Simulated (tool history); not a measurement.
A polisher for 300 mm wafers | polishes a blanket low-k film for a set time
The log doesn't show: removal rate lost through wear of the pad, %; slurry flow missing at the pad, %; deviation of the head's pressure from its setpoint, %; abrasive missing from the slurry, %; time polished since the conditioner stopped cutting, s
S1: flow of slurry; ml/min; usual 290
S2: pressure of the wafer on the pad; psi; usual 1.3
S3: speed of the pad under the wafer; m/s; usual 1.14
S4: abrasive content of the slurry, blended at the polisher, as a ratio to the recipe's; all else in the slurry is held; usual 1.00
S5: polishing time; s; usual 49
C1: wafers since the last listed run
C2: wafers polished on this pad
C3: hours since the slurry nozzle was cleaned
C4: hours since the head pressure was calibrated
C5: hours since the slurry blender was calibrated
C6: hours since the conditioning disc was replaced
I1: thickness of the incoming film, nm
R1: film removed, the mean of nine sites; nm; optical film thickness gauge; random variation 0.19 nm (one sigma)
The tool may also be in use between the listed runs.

{"run": 1, "day": 0.0, "S1": 290, "S2": 1.3, "S3": 1.14, "S4": 1.0, "S5": 43, "C1": 0, "C2": 214, "C3": 136.9, "C4": 1030.7, "C5": 38.7, "C6": 185.7, "I1": 787.7, "R1": 14.6}
{"run": 2, "day": 0.767, "S1": 290, "S2": 1.3, "S3": 1.14, "S4": 1.0, "S5": 49, "C1": 302, "C2": 517, "C3": 155.3, "C4": 1049.1, "C5": 57.1, "C6": 204.1, "I1": 782.5, "R1": 16.0}
{"run": 3, "day": 1.975, "S1": 290, "S2": 1.3, "S3": 1.14, "S4": 1.0, "S5": 49, "C1": 476, "C2": 993, "C3": 184.3, "C4": 1078.1, "C5": 86.1, "C6": 233.1, "I1": 786.5, "R1": 16.2}
{"run": 4, "day": 2.8, "S1": 290, "S2": 1.3, "S3": 1.14, "S4": 1.0, "S5": 61, "C1": 325, "C2": 1318, "C3": 204.1, "C4": 1097.9, "C5": 105.9, "C6": 252.9, "I1": 780.0, "R1": 19.7}
{"run": 5, "day": 4.279, "S1": 290, "S2": 1.3, "S3": 1.14, "S4": 0.75, "S5": 49, "C1": 583, "C2": 1901, "C3": 239.6, "C4": 1133.4, "C5": 141.4, "C6": 288.4, "I1": 781.0, "R1": 11.7}
{"run": 6, "day": 5.05, "S1": 210, "S2": 1.3, "S3": 1.14, "S4": 1.0, "S5": 54, "C1": 303, "C2": 2205, "C3": 258.1, "C4": 1151.9, "C5": 159.9, "C6": 306.9, "I1": 779.9, "R1": 17.0}
{"day": 5.621, "done": "worn pad replaced by a new one"}
{"run": 7, "day": 5.842, "S1": 210, "S2": 1.3, "S3": 1.14, "S4": 1.0, "S5": 54, "C1": 246, "C2": 86, "C3": 277.1, "C4": 1170.9, "C5": 178.9, "C6": 325.9, "I1": 795.4, "R1": 16.1}
{"run": 8, "day": 6.408, "S1": 210, "S2": 1.3, "S3": 1.14, "S4": 1.0, "S5": 54, "C1": 223, "C2": 310, "C3": 290.7, "C4": 1184.5, "C5": 192.5, "C6": 339.5, "I1": 789.2, "R1": 16.6}
{"day": 6.962, "done": "slurry blender recalibrated"}
{"run": 9, "day": 7.567, "S1": 290, "S2": 1.3, "S3": 1.14, "S4": 1.0, "S5": 49, "C1": 423, "C2": 734, "C3": 318.5, "C4": 1212.3, "C5": 14.5, "C6": 367.3, "I1": 789.6, "R1": 16.4}
{"run": 10, "day": 8.662, "S1": 290, "S2": 1.3, "S3": 1.38, "S4": 0.75, "S5": 34, "C1": 431, "C2": 1166, "C3": 344.8, "C4": 1238.6, "C5": 40.8, "C6": 393.6, "I1": 777.9, "R1": 9.8}
{"day": 9.229, "done": "slurry nozzle cleaned"}
{"run": 11, "day": 10.058, "S1": 290, "S2": 1.3, "S3": 0.88, "S4": 1.1, "S5": 54, "C1": 533, "C2": 1699, "C3": 19.9, "C4": 1272.1, "C5": 74.3, "C6": 427.1, "I1": 763.9, "R1": 15.2}
{"day": 11.958, "done": "worn pad replaced by a new one"}
{"run": 12, "day": 13.696, "S1": 290, "S2": 1.0, "S3": 1.14, "S4": 1.0, "S5": 37, "C1": 1368, "C2": 684, "C3": 107.2, "C4": 1359.4, "C5": 161.6, "C6": 514.4, "I1": 791.9, "R1": 9.1}
{"run": 13, "day": 14.221, "S1": 290, "S2": 1.3, "S3": 1.3, "S4": 1.0, "S5": 49, "C1": 206, "C2": 891, "C3": 119.8, "C4": 1372.0, "C5": 174.2, "C6": 527.0, "I1": 774.2, "R1": 16.6}
{"run": 14, "day": 15.45, "S1": 290, "S2": 1.3, "S3": 1.14, "S4": 1.0, "S5": 43, "C1": 484, "C2": 1375, "C3": 149.3, "C4": 1401.5, "C5": 203.7, "C6": 556.5, "I1": 773.2, "R1": 12.9}
{"day": 15.838, "done": "conditioning disc replaced and pad reconditioned"}
{"run": 15, "day": 16.529, "S1": 290, "S2": 1.3, "S3": 1.14, "S4": 1.0, "S5": 49, "C1": 392, "C2": 1768, "C3": 175.2, "C4": 1427.4, "C5": 229.6, "C6": 16.6, "I1": 782.0, "R1": 14.5}
{"day": 16.971, "done": "slurry blender recalibrated"}
{"run": 16, "day": 17.958, "S1": 370, "S2": 1.7, "S3": 1.14, "S4": 1.0, "S5": 49, "C1": 530, "C2": 2298, "C3": 209.5, "C4": 1461.7, "C5": 23.7, "C6": 50.9, "I1": 773.9, "R1": 20.0}
{"day": 18.533, "done": "worn pad replaced by a new one"}
{"run": 17, "day": 18.892, "S1": 210, "S2": 1.3, "S3": 1.14, "S4": 1.0, "S5": 54, "C1": 302, "C2": 141, "C3": 231.9, "C4": 1484.1, "C5": 46.1, "C6": 73.3, "I1": 768.3, "R1": 16.2}
{"run": 18, "day": 19.662, "S1": 290, "S2": 1.3, "S3": 1.02, "S4": 1.0, "S5": 63, "C1": 303, "C2": 445, "C3": 250.4, "C4": 1502.6, "C5": 64.6, "C6": 91.8, "I1": 778.5, "R1": 18.0}
{"day": 19.812, "done": "head pressure recalibrated"}
{"run": 19, "day": 20.908, "S1": 230, "S2": 1.7, "S3": 1.14, "S4": 1.0, "S5": 49, "C1": 458, "C2": 903, "C3": 280.3, "C4": 26.3, "C5": 94.5, "C6": 121.7, "I1": 783.0, "R1": 21.0}
{"run": 20, "day": 22.121, "S1": 290, "S2": 1.3, "S3": 1.14, "S4": 1.25, "S5": 33, "C1": 477, "C2": 1381, "C3": 309.4, "C4": 55.4, "C5": 123.6, "C6": 150.8, "I1": 780.0, "R1": 13.0}
{"run": 21, "day": 23.296, "S1": 360, "S2": 1.3, "S3": 1.48, "S4": 0.85, "S5": 56, "C1": 463, "C2": 1845, "C3": 337.6, "C4": 83.6, "C5": 151.8, "C6": 179.0, "I1": 794.3, "R1": 20.2}
{"run": 22, "day": 23.817, "S1": 290, "S2": 1.3, "S3": 1.46, "S4": 1.0, "S5": 49, "C1": 205, "C2": 2050, "C3": 350.1, "C4": 96.1, "C5": 164.3, "C6": 191.5, "I1": 778.1, "R1": 20.1}
{"day": 25.038, "done": "worn pad replaced by a new one"}
{"run": 23, "day": 25.058, "S1": 290, "S2": 1.3, "S3": 0.92, "S4": 1.0, "S5": 63, "C1": 423, "C2": 8, "C3": 379.9, "C4": 125.9, "C5": 194.1, "C6": 221.3, "I1": 769.9, "R1": 17.8}
{"run": 24, "day": 26.092, "S1": 290, "S2": 1.3, "S3": 1.14, "S4": 1.0, "S5": 49, "C1": 407, "C2": 415, "C3": 404.7, "C4": 150.7, "C5": 218.9, "C6": 246.1, "I1": 788.0, "R1": 15.8}
{"day": 26.271, "done": "slurry nozzle cleaned"}
{"day": 26.638, "done": "slurry blender recalibrated"}
{"run": 25, "day": 27.421, "S1": 210, "S2": 1.3, "S3": 1.14, "S4": 1.0, "S5": 54, "C1": 474, "C2": 890, "C3": 27.6, "C4": 182.6, "C5": 18.8, "C6": 278.0, "I1": 782.9, "R1": 18.6}

Hidden state or all else? Some run-to-run changes of R1, split into what the settings, what came in and random variation would give without the hidden state, and what is left for the hidden state (with any gauge scatter that isn't in both results):
Run 4 -> 5: S4 1.00 -> 0.75, S5 61 -> 49. R1 -8.0 nm: hidden state +0.6, all else -8.6.
Run 12 -> 13: S2 1.0 -> 1.3, S3 1.14 -> 1.30, S5 37 -> 49. R1 +7.5 nm: hidden state -1.5, all else +9.0.
Run 18 -> 19: S1 290 -> 230, S2 1.3 -> 1.7, S3 1.02 -> 1.14, S5 63 -> 49, head pressure recalibrated. R1 +3.0 nm: hidden state +1.7, all else +1.3.
Run 19 -> 20: S1 230 -> 290, S2 1.7 -> 1.3, S4 1.00 -> 1.25, S5 49 -> 33. R1 -8.0 nm: hidden state +0.6, all else -8.6.
